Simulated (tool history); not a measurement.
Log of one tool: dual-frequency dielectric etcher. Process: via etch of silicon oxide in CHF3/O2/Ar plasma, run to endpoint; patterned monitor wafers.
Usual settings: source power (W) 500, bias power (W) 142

| run | day | source power (W) | bias power (W) | incoming incoming film thickness, nm | endpoint time (s) |
|---|---|---|---|---|---|
| 1 | 0 | 500 | 127 | 519.7 | 319.8 |
| 2 | 2.458 | 500 | 142 | 520 | 303.9 |
| 3 | 3.054 | 450 | 142 | 517.9 | 313.9 |
| 4 | 3.912 | 450 | 142 | 520.7 | 318.4 |
| 5 | 4.817 | 450 | 142 | 515.8 | 317.2 |
| 6 | 5.646 | 410 | 142 | 515.7 | 320.5 |
| 7 | 6.638 | 550 | 142 | 518.7 | 303.6 |
| 8 | 7.188 | 500 | 142 | 515.1 | 306.6 |
| 9 | 8.604 | 500 | 142 | 519.2 | 311.8 |
| 10 | 9.167 | 500 | 142 | 518.6 | 311.1 |
|  | 10.754 | wet clean of the chamber |
| 11 | 10.775 | 440 | 119 | 516.4 | 340.7 |
| 12 | 11.046 | 500 | 159 | 522.1 | 286.5 |
|  | 11.917 | source power generator calibrated |
| 13 | 11.938 | 420 | 142 | 516.8 | 317.1 |
| 14 | 12.521 | 500 | 159 | 517.7 | 291.2 |
| 15 | 13.346 | 500 | 107 | 516.6 | 347.4 |
| 16 | 14 | 400 | 163 | 515.8 | 303 |
| 17 | 14.742 | 500 | 142 | 516.5 | 305.5 |
|  | 15.458 | bias power generator calibrated |
| 18 | 15.479 | 390 | 124 | 516 | 341.2 |
|  | 16.912 | upper electrode replaced |
| 19 | 16.933 | 430 | 170 | 523.5 | 299 |
| 20 | 19.425 | 590 | 127 | 518.7 | 310.7 |
| 21 | 21.742 | 540 | 142 | 520.9 | 303 |

Measured less the same run without the tool's hidden state. The same run-to-run variation is in both; the gauge's scatter may not be:
The hidden state here: etch rate over this chamber's usual, %; source power that arrives over what is set, %; bias power that arrives over what is set, %.
| run | endpoint time (s) |
|---|---|
| 1 | +2.3 |
| 2 | +4.3 |
| 3 | +4.9 |
| 4 | +5.7 |
| 5 | +6.4 |
| 6 | +7.3 |
| 7 | +7.7 |
| 8 | +8.2 |
| 9 | +9.6 |
| 10 | +9.9 |
| 11 | -0.6 |
| 12 | -0.3 |
| 13 | +0.4 |
| 14 | +0.8 |
| 15 | +1.8 |
| 16 | +2.1 |
| 17 | +2.7 |
| 18 | +3.7 |
| 19 | +4.4 |
| 20 | +6.6 |
| 21 | +8.3 |
